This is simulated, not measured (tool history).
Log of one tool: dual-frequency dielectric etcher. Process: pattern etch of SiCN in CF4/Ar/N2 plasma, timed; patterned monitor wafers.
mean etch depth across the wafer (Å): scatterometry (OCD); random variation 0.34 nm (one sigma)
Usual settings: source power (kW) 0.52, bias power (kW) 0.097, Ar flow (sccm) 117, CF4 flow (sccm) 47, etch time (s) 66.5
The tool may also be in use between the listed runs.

| run | hour | source power (kW) | bias power (kW) | Ar flow (sccm) | CF4 flow (sccm) | etch time (s) | read-back reference wafer on the same gauge, depth_nm | mean etch depth across the wafer (Å) |
|---|---|---|---|---|---|---|---|---|
| 1 | 0 | 0.52 | 0.097 | 117 | 47 | 66.5 | 81.6 | 725 |
| 2 | 21.7 | 0.46 | 0.097 | 117 | 47 | 66.5 | 81.5 | 646 |
| 3 | 40.7 | 0.46 | 0.097 | 117 | 47 | 66.5 | 81.8 | 645 |
| 4 | 59 | 0.52 | 0.097 | 117 | 47 | 66.5 | 81.7 | 731 |
| 5 | 79.6 | 0.52 | 0.097 | 117 | 44 | 66.5 | 81.8 | 715 |
| 6 | 102.3 | 0.52 | 0.097 | 98 | 47 | 66.5 | 81.4 | 747 |
| 7 | 112.4 | 0.52 | 0.097 | 98 | 47 | 66.5 | 81.7 | 748 |
| 8 | 164.4 | 0.52 | 0.106 | 103 | 47 | 66.5 | 81.7 | 710 |
| 9 | 169.3 | 0.52 | 0.097 | 102 | 52 | 73 | 81.7 | 763 |
| 10 | 227.7 | 0.52 | 0.097 | 117 | 47 | 85.5 | 81.7 | 912 |
| 11 | 228 | 0.47 | 0.097 | 96 | 56 | 52 | 81.7 | 531 |
| 12 | 241.1 | 0.52 | 0.097 | 117 | 47 | 66.5 | 81.5 | 702 |
| 13 | 255.4 | 0.52 | 0.11 | 117 | 57 | 66.5 | 81.7 | 758 |
| 14 | 269.3 | 0.52 | 0.097 | 117 | 47 | 66.5 | 81.6 | 706 |

Taken out of this log: 9 entries between the listed runs. Where each belongs, and how the hidden state differs across it:
Between runs 4 and 5: gauge calibrated (hour 73.9)
  etch rate over this chamber's usual, %: 2.51 -> 2.69
  measured less the result without the state, mean etch depth across the wafer (Å): +18 -> +19
Between runs 5 and 6: CF4 flow controller replaced (hour 101.8)
  etch rate over this chamber's usual, %: 2.69 -> 2.88
  measured less the result without the state, mean etch depth across the wafer (Å): +19 -> +21
Between runs 7 and 8: bias power generator calibrated (hour 121.5); wet clean of the chamber (hour 163.9)
  etch rate over this chamber's usual, %: 2.97 -> -5.36
  measured less the result without the state, mean etch depth across the wafer (Å): +22 -> -40
Between runs 9 and 10: Ar flow controller replaced (hour 202.2); upper electrode replaced (hour 205.4); gauge calibrated (hour 212.4); source power generator calibrated (hour 214.7); wet clean of the chamber, repeated, since the last time left the tool worse (hour 227.2)
  etch rate over this chamber's usual, %: -5.32 -> -0.0417
  measured less the result without the state, mean etch depth across the wafer (Å): -42 -> -1
